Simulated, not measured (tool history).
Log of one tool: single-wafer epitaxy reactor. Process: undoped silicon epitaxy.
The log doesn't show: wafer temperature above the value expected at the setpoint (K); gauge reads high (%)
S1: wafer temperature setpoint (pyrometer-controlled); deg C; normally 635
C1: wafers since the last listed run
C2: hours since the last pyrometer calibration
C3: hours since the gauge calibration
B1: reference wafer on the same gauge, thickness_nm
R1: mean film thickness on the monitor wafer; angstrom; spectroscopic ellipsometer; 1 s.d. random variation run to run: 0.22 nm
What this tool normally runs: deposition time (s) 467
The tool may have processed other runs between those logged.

run 1 day=0.000 | S1=635 deposition_time_(s)=467 | C1=0 C2=406.7 C3=1179.7 | B1=45.160 | R1=519.44
run 2 day=2.146 | S1=635 deposition_time_(s)=467 | C1=281 C2=458.2 C3=1231.2 | B1=45.214 | R1=518.06
run 3 day=6.975 | S1=635 deposition_time_(s)=467 | C1=632 C2=574.1 C3=1347.1 | B1=45.131 | R1=521.88
run 4 day=8.488 | S1=632 deposition_time_(s)=467 | C1=198 C2=610.4 C3=1383.4 | B1=45.145 | R1=483.41
run 5 day=12.696 | S1=632 deposition_time_(s)=467 | C1=551 C2=711.4 C3=1484.4 | B1=45.203 | R1=478.24
run 6 day=15.050 | S1=635 deposition_time_(s)=413 | C1=308 C2=767.9 C3=1540.9 | B1=45.196 | R1=461.20
run 7 day=18.583 | S1=635 deposition_time_(s)=413 | C1=463 C2=852.7 C3=1625.7 | B1=45.191 | R1=459.85
run 8 day=20.875 | S1=635 deposition_time_(s)=413 | C1=300 C2=907.7 C3=1680.7 | B1=45.200 | R1=461.00
run 9 day=22.971 | S1=641 deposition_time_(s)=467 | C1=274 C2=958.0 C3=1731.0 | B1=45.246 | R1=604.45
run 10 day=36.358 | S1=641 deposition_time_(s)=467 | C1=1754 C2=1279.3 C3=2052.3 | B1=45.225 | R1=605.28
run 11 day=39.462 | S1=635 deposition_time_(s)=516 | C1=406 C2=1353.8 C3=2126.8 | B1=45.154 | R1=584.24
-- day=43.321 gauge calibrated
run 12 day=43.367 | S1=635 deposition_time_(s)=494 | C1=511 C2=1447.5 C3=1.1 | B1=45.278 | R1=554.83
run 13 day=45.412 | S1=635 deposition_time_(s)=467 | C1=268 C2=1496.6 C3=50.2 | B1=45.195 | R1=528.76
run 14 day=48.112 | S1=647 deposition_time_(s)=467 | C1=353 C2=1561.4 C3=115.0 | B1=45.199 | R1=709.57
run 15 day=50.221 | S1=647 deposition_time_(s)=467 | C1=276 C2=1612.0 C3=165.6 | B1=45.110 | R1=713.98
run 16 day=52.517 | S1=647 deposition_time_(s)=467 | C1=300 C2=1667.1 C3=220.7 | B1=45.287 | R1=712.49
run 17 day=54.258 | S1=647 deposition_time_(s)=381 | C1=228 C2=1708.9 C3=262.5 | B1=45.207 | R1=579.68

Forecast run 18:
run 18 day=56.450 | S1=641 deposition_time_(s)=467 | C1=287 C2=1761.5 C3=315.1 | B1=? | R1=?

{"run 18": {"B1": 45.237, "R1": 613.39}}
With the hidden condition absent and the run-to-run variation left alone, this run would have shown R1 599.11 angstrom.

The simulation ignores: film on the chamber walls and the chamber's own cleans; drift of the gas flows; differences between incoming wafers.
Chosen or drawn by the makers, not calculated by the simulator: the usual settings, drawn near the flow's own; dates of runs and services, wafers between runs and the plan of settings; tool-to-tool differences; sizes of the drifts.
